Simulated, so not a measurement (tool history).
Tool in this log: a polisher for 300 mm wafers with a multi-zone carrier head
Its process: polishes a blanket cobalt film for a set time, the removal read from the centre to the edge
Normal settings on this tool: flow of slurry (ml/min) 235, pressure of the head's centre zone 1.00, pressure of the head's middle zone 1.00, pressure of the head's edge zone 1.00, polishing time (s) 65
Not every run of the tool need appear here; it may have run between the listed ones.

run   hour  flow of slurry (ml/min)  pressure of the head's centre zone  pressure of the head's middle zone  pressure of the head's edge zone  polishing time (s)  incoming thickness of the incoming film, nm  film removed at the wafer's centre (angstrom)  film removed at mid-radius (angstrom)  film removed at the wafer's edge (angstrom)
  1    0.0                      235                                1.00                                1.00                              1.00                  65                                       1102.4                                           2107                                   2091                                         2077
  2   17.8                      235                                1.00                                1.00                              1.00                  65                                       1095.8                                           2137                                   2081                                         2092
  3   28.4                      235                                1.00                                1.00                              1.00                  65                                       1119.4                                           2148                                   2116                                         2116
      59.5  -- centre zone pressure recalibrated
      64.9  -- carrier head's membrane replaced by a new one
      72.4  -- worn pad replaced by a new one
  4   72.9                      235                                0.93                                1.00                              1.00                  65                                       1108.4                                           2012                                   2132                                         2079
  5   86.7                      235                                0.93                                1.00                              1.00                  65                                       1110.6                                           1989                                   2091                                         2122
  6   98.4                      235                                1.00                                1.00                              1.00                  65                                       1103.8                                           2122                                   2088                                         2070
  7  105.8                      235                                1.00                                1.08                              1.00                  56                                       1105.7                                           1789                                   1909                                         1796
  8  115.9                      235                                1.00                                1.06                              1.11                  65                                       1126.7                                           2086                                   2219                                         2218
  9  129.5                      235                                1.00                                1.00                              1.09                  65                                       1114.0                                           2113                                   2105                                         2176
 10  135.6                      160                                1.03                                1.00                              1.00                  65                                       1099.2                                           1961                                   1906                                         1970
     169.9  -- slurry nozzle cleaned
     170.8  -- edge zone pressure recalibrated
 11  185.6                      235                                1.00                                1.00                              0.93                  75                                       1105.9                                           2177                                   2178                                         2167
 12  202.0                      235                                1.00                                0.95                              1.00                  65                                       1119.4                                           1849                                   1809                                         1916
     209.5  -- worn pad replaced by a new one
 13  210.8                      235                                0.92                                1.06                              1.00                  81                                       1108.9                                           2207                                   2515                                         2436
 14  217.4                      235                                1.00                                1.00                              1.00                  65                                       1106.4                                           1881                                   1921                                         1953
 15  227.7                      285                                0.92                                1.00                              1.05                  45                                       1109.0                                           1280                                   1373                                         1434
 16  237.3                      235                                1.04                                1.00                              1.00                  65                                       1116.1                                           1899                                   1872                                         1943
     243.9  -- slurry nozzle cleaned, repeated, since the last time left the tool worse
 17  249.6                      235                                1.00                                1.00                              1.00                  65                                       1129.5                                           2172                                   2215                                         2152
 18  255.6                      235                                1.00                                1.10                              1.00                  55                                       1107.1                                           1834                                   2012                                         1860
 19  271.1                      235                                0.95                                1.00                              1.00                  65                                       1119.5                                           2107                                   2186                                         2191
 20  281.5                      270                                1.00                                1.00                              0.94                  65                                       1099.4                                           2258                                   2229                                         2114
 21  294.9                      235                                1.00                                1.00                              1.00                  65                                       1099.7                                           2200                                   2161                                         2108
 22  309.7                      160                                0.96                                1.00                              1.11                  72                                       1112.3                                           2191                                   2234                                         2384
     318.6  -- worn pad replaced by a new one
 23  326.2                      235                                1.00                                1.00                              1.00                  65                                       1115.9                                           2202                                   2174                                         2181

Each row is a separate what-if for the run after 23, all from the same tool condition, not one after another. Results?
  A  326.6                      235                                1.00                                1.00                              1.00                  65                                       1116.2                                              ?                                      ?                                            ?
  B  326.6                      235                                1.00                                0.92                              1.00                  65                                       1116.2                                              ?                                      ?                                            ?
  C  326.6                      235                                0.94                                1.04                              1.09                  74                                       1116.2                                              ?                                      ?                                            ?

run  film removed at the wafer's centre (angstrom)  film removed at mid-radius (angstrom)  film removed at the wafer's edge (angstrom)
  A                                           2146                                   2194                                         2152
  B                                           2145                                   2045                                         2155
  C                                           2347                                   2582                                         2555
Take away the tool's hidden state, keep each run's random variation, and the runs would have read:
run  film removed at the wafer's centre (angstrom)  film removed at mid-radius (angstrom)  film removed at the wafer's edge (angstrom)
  A                                           2177                                   2222                                         2173
  B                                           2175                                   2071                                         2175
  C                                           2380                                   2615                                         2580
